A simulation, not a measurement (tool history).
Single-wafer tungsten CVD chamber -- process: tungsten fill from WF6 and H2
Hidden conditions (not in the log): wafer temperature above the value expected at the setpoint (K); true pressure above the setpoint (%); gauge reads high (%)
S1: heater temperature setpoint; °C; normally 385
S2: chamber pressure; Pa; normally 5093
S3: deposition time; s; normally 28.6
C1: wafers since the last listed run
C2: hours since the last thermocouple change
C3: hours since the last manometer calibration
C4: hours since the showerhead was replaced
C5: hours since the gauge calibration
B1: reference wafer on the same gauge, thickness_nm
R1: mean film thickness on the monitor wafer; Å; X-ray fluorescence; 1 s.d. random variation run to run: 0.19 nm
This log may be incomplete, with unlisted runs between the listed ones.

| run | hour | S1 | S2 | S3 | C1 | C2 | C3 | C4 | C5 | B1 | R1 |
|---|---|---|---|---|---|---|---|---|---|---|---|
| 1 | 0.0 | 385 | 4786 | 32.7 | 0 | 2796.1 | 2435.7 | 2821.7 | 51.1 | 54.512 | 788.57 |
| 2 | 31.4 | 393 | 5093 | 28.6 | 634 | 2827.5 | 2467.1 | 2853.1 | 82.5 | 54.509 | 823.28 |
| 3 | 60.8 | 390 | 5093 | 28.6 | 594 | 2856.9 | 2496.5 | 2882.5 | 111.9 | 54.450 | 789.19 |
| 4 | 90.7 | 385 | 4320 | 28.6 | 604 | 2886.8 | 2526.4 | 2912.4 | 141.8 | 54.532 | 639.37 |
|  | 126.1 | thermocouple changed; heater temperature recalibrated |
| 5 | 126.6 | 381 | 5600 | 28.6 | 563 | 0.5 | 2562.3 | 2948.3 | 177.7 | 54.480 | 642.53 |
| 6 | 155.2 | 378 | 5093 | 28.6 | 578 | 29.1 | 2590.9 | 2976.9 | 206.3 | 54.471 | 573.69 |
|  | 189.9 | showerhead replaced, of another model than before |
| 7 | 190.4 | 385 | 5093 | 28.6 | 549 | 64.3 | 2626.1 | 0.5 | 241.5 | 54.495 | 644.27 |
| 8 | 200.6 | 385 | 5093 | 28.6 | 206 | 74.5 | 2636.3 | 10.7 | 251.7 | 54.525 | 644.54 |
| 9 | 235.5 | 385 | 5093 | 28.6 | 705 | 109.4 | 2671.2 | 45.6 | 286.6 | 54.494 | 647.07 |
| 10 | 247.8 | 379 | 5826 | 32.5 | 248 | 121.7 | 2683.5 | 57.9 | 298.9 | 54.487 | 696.86 |
|  | 262.2 | gauge calibrated |
| 11 | 270.9 | 385 | 5093 | 28.6 | 466 | 144.8 | 2706.6 | 81.0 | 8.7 | 54.538 | 649.16 |
| 12 | 283.4 | 374 | 6119 | 27.2 | 252 | 157.3 | 2719.1 | 93.5 | 21.2 | 54.474 | 544.36 |
| 13 | 301.2 | 392 | 5093 | 33.2 | 359 | 175.1 | 2736.9 | 111.3 | 39.0 | 54.503 | 851.67 |
|  | 321.2 | capacitance manometer re-zeroed and calibrated |
| 14 | 326.0 | 377 | 5093 | 28.6 | 339 | 199.9 | 4.8 | 136.1 | 63.8 | 54.442 | 564.83 |
| 15 | 355.9 | 385 | 6146 | 28.6 | 604 | 229.8 | 34.7 | 166.0 | 93.7 | 54.494 | 700.83 |
| 16 | 368.1 | 385 | 4320 | 28.6 | 246 | 242.0 | 46.9 | 178.2 | 105.9 | 54.474 | 613.03 |
| 17 | 403.3 | 378 | 4733 | 30.1 | 711 | 277.2 | 82.1 | 213.4 | 141.1 | 54.491 | 587.99 |
| 18 | 419.1 | 385 | 5693 | 28.6 | 319 | 293.0 | 97.9 | 229.2 | 156.9 | 54.437 | 680.15 |

Alternative continuations, all from the tool just after run 18; predict every row:
| A | 419.5 | 385 | 5093 | 28.6 | 8 | 293.4 | 98.3 | 229.6 | 157.3 | ? | ? |
| B | 419.5 | 398 | 5093 | 25.4 | 8 | 293.4 | 98.3 | 229.6 | 157.3 | ? | ? |
| C | 419.5 | 375 | 5093 | 24.7 | 8 | 293.4 | 98.3 | 229.6 | 157.3 | ? | ? |
| D | 419.5 | 372 | 6066 | 33.6 | 8 | 293.4 | 98.3 | 229.6 | 157.3 | ? | ? |
| E | 419.5 | 385 | 4066 | 31.5 | 8 | 293.4 | 98.3 | 229.6 | 157.3 | ? | ? |

| run | B1 | R1 |
|---|---|---|
| A | 54.519 | 652.56 |
| B | 54.519 | 721.90 |
| C | 54.519 | 471.45 |
| D | 54.519 | 650.31 |
| E | 54.519 | 660.45 |
With no hidden state in the tool, these same runs would have given:
| run | R1 |
|---|---|
| A | 651.34 |
| B | 720.63 |
| C | 470.53 |
| D | 649.04 |
| E | 659.21 |

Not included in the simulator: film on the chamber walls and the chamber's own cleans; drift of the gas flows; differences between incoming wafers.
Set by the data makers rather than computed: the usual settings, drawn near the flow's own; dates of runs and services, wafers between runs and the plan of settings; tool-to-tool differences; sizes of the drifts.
